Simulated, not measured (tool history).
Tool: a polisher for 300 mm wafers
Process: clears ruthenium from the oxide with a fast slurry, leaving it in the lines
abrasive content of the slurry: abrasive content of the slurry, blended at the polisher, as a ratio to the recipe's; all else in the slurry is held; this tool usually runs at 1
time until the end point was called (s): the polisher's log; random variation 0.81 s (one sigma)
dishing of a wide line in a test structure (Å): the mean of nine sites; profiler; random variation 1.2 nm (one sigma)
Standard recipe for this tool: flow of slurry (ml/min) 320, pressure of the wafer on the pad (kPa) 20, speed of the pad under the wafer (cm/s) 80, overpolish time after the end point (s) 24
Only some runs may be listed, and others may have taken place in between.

run	day	flow of slurry (ml/min)	pressure of the wafer on the pad (kPa)	speed of the pad under the wafer (cm/s)	abrasive content of the slurry	overpolish time after the end point (s)	wafers since the last listed run	wafers polished on this pad	hours since the slurry nozzle was cleaned	hours since the head pressure was calibrated	hours since the slurry blender was calibrated	incoming thickness of the incoming film, nm	time until the end point was called (s)	dishing of a wide line in a test structure (Å)
1	0	275	20	80	1	24	0	300	83.1	200.1	177.2	197.9	64.9	609
2	1.392	275	20	80	1	24	316	617	116.5	233.5	210.6	199.7	65.5	625
3	3.567	275	20	80	1	24	494	1111	168.7	285.7	262.8	201.7	64.3	612
4	6.429	320	20	80	1	24	650	1762	237.4	354.4	331.5	198.4	63.3	618
# day 7.379: worn pad replaced by a new one
5	8.075	320	20	80	1	34	336	158	276.9	393.9	371	198.8	63.2	839
# day 9.396: slurry blender recalibrated
6	10	320	17.9	80	1	34	418	576	323.1	440.1	14.5	200.2	67.5	761
7	11.55	270	20	80	1	24	352	929	360.3	477.3	51.7	196.6	62.5	604
8	14.296	270	20	80	1	24	624	1553	426.2	543.2	117.6	200.8	64.5	611
# day 15.708: worn pad replaced by a new one
9	15.758	320	20	80	1	24	294	11	461.3	578.3	152.7	202	62.8	618
# day 16.975: head pressure recalibrated
10	17.3	320	20	80	1	24	331	342	498.3	7.8	189.7	199.9	66.6	600
11	18.396	320	20	80	1	24	249	591	524.6	34.1	216	197.9	65.5	595
12	19.754	320	20	80	1	24	308	900	557.2	66.7	248.6	200.6	64.5	600
13	20.938	320	20	102	1	37	269	1169	585.6	95.1	277	199	53.9	1027
14	22.475	320	20	80	1	24	349	1519	622.5	132	313.9	203.3	64.9	621
# day 23.542: slurry nozzle cleaned
15	23.621	215	24.8	56	1.3	24	251	1770	1.9	159.5	341.4	200.3	67.5	605
# day 25.196: worn pad replaced by a new one
16	26.096	410	20	80	1	19	524	205	61.3	218.9	400.8	202.5	63.7	512
17	28.083	320	15.9	80	1.25	24	451	657	109	266.6	448.5	200.9	64.1	625
# day 30.158: slurry blender recalibrated
# day 34.212: worn pad replaced by a new one
18	34.983	320	20	80	1	24	1512	175	274.6	432.2	115.8	200.4	61.1	636
# day 36.05: head pressure recalibrated
19	37.612	290	17.2	70	1.15	24	578	754	337.7	37.5	178.9	204.4	76.3	517
20	40.296	320	20	80	0.8	24	610	1364	402.1	101.9	243.3	198.3	75.1	510
21	42.338	320	24.8	80	1	24	464	1829	451.1	150.9	292.3	200.3	57.6	660
22	43.917	320	24.8	80	1	24	359	2188	489	188.8	330.2	201.5	57.7	677
# day 45.058: worn pad replaced by a new one
23	46.588	320	13.8	80	1	24	569	347	553.1	252.9	394.3	199.4	78.5	486
24	47.85	320	20	68	1	24	287	634	583.4	283.2	424.6	201	74.5	517

Take each entry between the runs: how does the hidden state at the last listed run before it differ from the hidden state at the first listed run after it?
Runs 4 to 5: worn pad replaced by a new one (day 7.379)
  deviation of the head's pressure from its setpoint, %: 11.3 -> 11.6
  measured value less the no-hidden-state value, time until the end point was called (s): -4.3 -> -4.5; dishing of a wide line in a test structure (Å): +34 -> +45
Runs 5 to 6: slurry blender recalibrated (day 9.396)
  deviation of the head's pressure from its setpoint, %: 11.6 -> 12
  measured value less the no-hidden-state value, time until the end point was called (s): -4.5 -> -4.9; dishing of a wide line in a test structure (Å): +45 -> +43
Runs 8 to 9: worn pad replaced by a new one (day 15.708)
  deviation of the head's pressure from its setpoint, %: 12.4 -> 12.5
  measured value less the no-hidden-state value, time until the end point was called (s): -4.8 -> -4.8; dishing of a wide line in a test structure (Å): +37 -> +38
Runs 9 to 10: head pressure recalibrated (day 16.975)
  deviation of the head's pressure from its setpoint, %: 12.5 -> 1.74
  measured value less the no-hidden-state value, time until the end point was called (s): -4.8 -> -0.7; dishing of a wide line in a test structure (Å): +38 -> +5
Runs 14 to 15: slurry nozzle cleaned (day 23.542)
  deviation of the head's pressure from its setpoint, %: 7.82 -> 8.68
  measured value less the no-hidden-state value, time until the end point was called (s): -3.1 -> -3.6; dishing of a wide line in a test structure (Å): +25 -> +27
Runs 15 to 16: worn pad replaced by a new one (day 25.196)
  deviation of the head's pressure from its setpoint, %: 8.68 -> 10.1
  measured value less the no-hidden-state value, time until the end point was called (s): -3.6 -> -3.9; dishing of a wide line in a test structure (Å): +27 -> +26
Runs 17 to 18: slurry blender recalibrated (day 30.158); worn pad replaced by a new one (day 34.212)
  deviation of the head's pressure from its setpoint, %: 11 -> 12.7
  measured value less the no-hidden-state value, time until the end point was called (s): -4.3 -> -4.7; dishing of a wide line in a test structure (Å): +34 -> +40
Runs 18 to 19: head pressure recalibrated (day 36.05)
  deviation of the head's pressure from its setpoint, %: 12.7 -> 1.62
  measured value less the no-hidden-state value, time until the end point was called (s): -4.7 -> -0.8; dishing of a wide line in a test structure (Å): +40 -> +4
Runs 22 to 23: worn pad replaced by a new one (day 45.058)
  deviation of the head's pressure from its setpoint, %: 7.48 -> 8.8
  measured value less the no-hidden-state value, time until the end point was called (s): -2.6 -> -4.2; dishing of a wide line in a test structure (Å): +25 -> +22
